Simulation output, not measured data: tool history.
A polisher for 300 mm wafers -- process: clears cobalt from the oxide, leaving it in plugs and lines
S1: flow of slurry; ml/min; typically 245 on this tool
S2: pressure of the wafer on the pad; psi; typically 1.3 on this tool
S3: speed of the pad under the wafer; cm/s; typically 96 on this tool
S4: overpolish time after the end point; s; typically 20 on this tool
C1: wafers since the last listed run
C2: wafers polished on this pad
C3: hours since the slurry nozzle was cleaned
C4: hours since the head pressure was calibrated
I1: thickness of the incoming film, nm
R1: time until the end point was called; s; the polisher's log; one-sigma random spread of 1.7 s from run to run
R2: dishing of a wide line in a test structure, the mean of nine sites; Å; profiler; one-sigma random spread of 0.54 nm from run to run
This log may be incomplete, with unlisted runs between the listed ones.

{"run": 1, "hour": 0.0, "S1": 245, "S2": 1.3, "S3": 70, "S4": 20, "C1": 0, "C2": 51, "C3": 208.7, "C4": 856.1, "I1": 269.2, "R1": 135.4, "R2": 323}
{"run": 2, "hour": 14.9, "S1": 245, "S2": 1.3, "S3": 70, "S4": 20, "C1": 140, "C2": 191, "C3": 223.6, "C4": 871.0, "I1": 267.3, "R1": 139.5, "R2": 307}
{"run": 3, "hour": 29.6, "S1": 245, "S2": 1.3, "S3": 70, "S4": 20, "C1": 138, "C2": 330, "C3": 238.3, "C4": 885.7, "I1": 270.3, "R1": 134.7, "R2": 309}
{"run": 4, "hour": 45.4, "S1": 245, "S2": 1.3, "S3": 96, "S4": 20, "C1": 148, "C2": 479, "C3": 254.1, "C4": 901.5, "I1": 265.2, "R1": 98.4, "R2": 379}
{"run": 5, "hour": 56.7, "S1": 245, "S2": 1.3, "S3": 96, "S4": 20, "C1": 106, "C2": 585, "C3": 265.4, "C4": 912.8, "I1": 263.7, "R1": 97.1, "R2": 374}
{"run": 6, "hour": 70.8, "S1": 245, "S2": 1.0, "S3": 96, "S4": 20, "C1": 132, "C2": 718, "C3": 279.5, "C4": 926.9, "I1": 268.2, "R1": 125.1, "R2": 313}
{"run": 7, "hour": 82.0, "S1": 245, "S2": 1.3, "S3": 108, "S4": 20, "C1": 105, "C2": 823, "C3": 290.7, "C4": 938.1, "I1": 265.2, "R1": 90.0, "R2": 395}
{"run": 8, "hour": 90.3, "S1": 245, "S2": 1.3, "S3": 108, "S4": 20, "C1": 78, "C2": 901, "C3": 299.0, "C4": 946.4, "I1": 260.9, "R1": 87.3, "R2": 402}
{"run": 9, "hour": 106.9, "S1": 245, "S2": 1.3, "S3": 108, "S4": 20, "C1": 156, "C2": 1058, "C3": 315.6, "C4": 963.0, "I1": 265.8, "R1": 88.7, "R2": 402}
{"run": 10, "hour": 118.7, "S1": 245, "S2": 1.3, "S3": 72, "S4": 20, "C1": 111, "C2": 1169, "C3": 327.4, "C4": 974.8, "I1": 261.3, "R1": 133.7, "R2": 310}
{"run": 11, "hour": 127.0, "S1": 245, "S2": 1.3, "S3": 72, "S4": 20, "C1": 78, "C2": 1247, "C3": 335.7, "C4": 983.1, "I1": 266.6, "R1": 137.4, "R2": 302}
{"hour": 143.2, "done": "worn pad replaced by a new one"}
{"run": 12, "hour": 143.7, "S1": 245, "S2": 1.3, "S3": 106, "S4": 20, "C1": 119, "C2": 4, "C3": 352.4, "C4": 999.8, "I1": 270.8, "R1": 98.6, "R2": 379}
{"run": 13, "hour": 152.2, "S1": 245, "S2": 1.3, "S3": 106, "S4": 20, "C1": 80, "C2": 84, "C3": 360.9, "C4": 1008.3, "I1": 267.3, "R1": 100.0, "R2": 380}
{"run": 14, "hour": 166.3, "S1": 245, "S2": 1.6, "S3": 96, "S4": 20, "C1": 132, "C2": 217, "C3": 375.0, "C4": 1022.4, "I1": 265.8, "R1": 92.0, "R2": 391}
{"run": 15, "hour": 174.6, "S1": 245, "S2": 1.6, "S3": 96, "S4": 20, "C1": 78, "C2": 295, "C3": 383.3, "C4": 1030.7, "I1": 264.1, "R1": 89.6, "R2": 398}
{"run": 16, "hour": 189.5, "S1": 245, "S2": 1.6, "S3": 96, "S4": 20, "C1": 140, "C2": 435, "C3": 398.2, "C4": 1045.6, "I1": 266.0, "R1": 91.9, "R2": 390}
{"run": 17, "hour": 202.8, "S1": 305, "S2": 1.3, "S3": 96, "S4": 20, "C1": 125, "C2": 561, "C3": 411.5, "C4": 1058.9, "I1": 265.8, "R1": 110.8, "R2": 355}
{"run": 18, "hour": 214.4, "S1": 245, "S2": 1.3, "S3": 96, "S4": 20, "C1": 109, "C2": 670, "C3": 423.1, "C4": 1070.5, "I1": 267.3, "R1": 113.8, "R2": 338}
{"run": 19, "hour": 221.3, "S1": 195, "S2": 1.3, "S3": 96, "S4": 12, "C1": 64, "C2": 735, "C3": 430.0, "C4": 1077.4, "I1": 263.7, "R1": 116.6, "R2": 234}
{"hour": 240.9, "done": "slurry nozzle cleaned"}
{"hour": 241.7, "done": "worn pad replaced by a new one, repeated, since the last time left the tool worse"}
{"run": 20, "hour": 274.4, "S1": 245, "S2": 1.3, "S3": 96, "S4": 20, "C1": 482, "C2": 307, "C3": 33.5, "C4": 1130.5, "I1": 264.1, "R1": 99.6, "R2": 372}
{"run": 21, "hour": 284.3, "S1": 275, "S2": 1.3, "S3": 96, "S4": 20, "C1": 93, "C2": 400, "C3": 43.4, "C4": 1140.4, "I1": 263.7, "R1": 94.9, "R2": 380}
{"run": 22, "hour": 297.5, "S1": 245, "S2": 1.3, "S3": 96, "S4": 20, "C1": 124, "C2": 525, "C3": 56.6, "C4": 1153.6, "I1": 270.1, "R1": 101.4, "R2": 384}
{"hour": 304.5, "done": "head pressure recalibrated"}
{"run": 23, "hour": 310.6, "S1": 245, "S2": 1.0, "S3": 96, "S4": 32, "C1": 104, "C2": 629, "C3": 69.7, "C4": 6.1, "I1": 262.6, "R1": 125.4, "R2": 421}
{"run": 24, "hour": 327.0, "S1": 270, "S2": 1.0, "S3": 96, "S4": 20, "C1": 154, "C2": 784, "C3": 86.1, "C4": 22.5, "I1": 264.5, "R1": 127.9, "R2": 320}
{"run": 25, "hour": 335.5, "S1": 245, "S2": 1.3, "S3": 110, "S4": 20, "C1": 80, "C2": 864, "C3": 94.6, "C4": 31.0, "I1": 265.6, "R1": 88.1, "R2": 397}
{"run": 26, "hour": 347.9, "S1": 245, "S2": 1.5, "S3": 96, "S4": 20, "C1": 116, "C2": 980, "C3": 107.0, "C4": 43.4, "I1": 267.5, "R1": 88.8, "R2": 406}
{"run": 27, "hour": 359.4, "S1": 245, "S2": 1.3, "S3": 96, "S4": 20, "C1": 108, "C2": 1089, "C3": 118.5, "C4": 54.9, "I1": 264.1, "R1": 99.7, "R2": 376}
{"hour": 372.7, "done": "worn pad replaced by a new one"}
{"run": 28, "hour": 376.8, "S1": 195, "S2": 1.6, "S3": 96, "S4": 14, "C1": 126, "C2": 38, "C3": 135.9, "C4": 72.3, "I1": 266.5, "R1": 79.8, "R2": 345}
{"run": 29, "hour": 383.5, "S1": 245, "S2": 1.7, "S3": 128, "S4": 20, "C1": 63, "C2": 101, "C3": 142.6, "C4": 79.0, "I1": 261.3, "R1": 55.8, "R2": 504}
{"run": 30, "hour": 390.9, "S1": 245, "S2": 1.7, "S3": 96, "S4": 24, "C1": 69, "C2": 171, "C3": 150.0, "C4": 86.4, "I1": 263.8, "R1": 75.3, "R2": 473}
{"run": 31, "hour": 404.9, "S1": 300, "S2": 1.3, "S3": 96, "S4": 20, "C1": 131, "C2": 303, "C3": 164.0, "C4": 100.4, "I1": 264.7, "R1": 96.0, "R2": 376}
{"run": 32, "hour": 420.9, "S1": 270, "S2": 1.3, "S3": 96, "S4": 13, "C1": 150, "C2": 453, "C3": 180.0, "C4": 116.4, "I1": 267.2, "R1": 96.5, "R2": 289}
{"run": 33, "hour": 434.4, "S1": 245, "S2": 1.7, "S3": 116, "S4": 20, "C1": 127, "C2": 580, "C3": 193.5, "C4": 129.9, "I1": 268.3, "R1": 62.5, "R2": 481}

5 ways to go on from here, each from the tool as it stands after run 33. What would each give?
{"run": "A", "hour": 434.9, "S1": 245, "S2": 1.3, "S3": 96, "S4": 20, "C1": 4, "C2": 585, "C3": 194.0, "C4": 130.4, "I1": 260.6, "R1": "?", "R2": "?"}
{"run": "B", "hour": 434.9, "S1": 315, "S2": 1.1, "S3": 84, "S4": 30, "C1": 4, "C2": 585, "C3": 194.0, "C4": 130.4, "I1": 260.6, "R1": "?", "R2": "?"}
{"run": "C", "hour": 434.9, "S1": 180, "S2": 0.8, "S3": 122, "S4": 9, "C1": 4, "C2": 585, "C3": 194.0, "C4": 130.4, "I1": 260.6, "R1": "?", "R2": "?"}
{"run": "D", "hour": 434.9, "S1": 245, "S2": 1.3, "S3": 114, "S4": 20, "C1": 4, "C2": 585, "C3": 194.0, "C4": 130.4, "I1": 260.6, "R1": "?", "R2": "?"}
{"run": "E", "hour": 434.9, "S1": 245, "S2": 1.3, "S3": 124, "S4": 15, "C1": 4, "C2": 585, "C3": 194.0, "C4": 130.4, "I1": 260.6, "R1": "?", "R2": "?"}

run=A R1=96.0 R2=381
run=B R1=126.5 R2=412
run=C R1=127.9 R2=172
run=D R1=80.9 R2=419
run=E R1=74.3 R2=373
Had the tool no hidden state, the same runs would have come out as:
run=A R1=93.6 R2=387
run=B R1=123.3 R2=418
run=C R1=124.6 R2=176
run=D R1=78.8 R2=425
run=E R1=72.5 R2=379
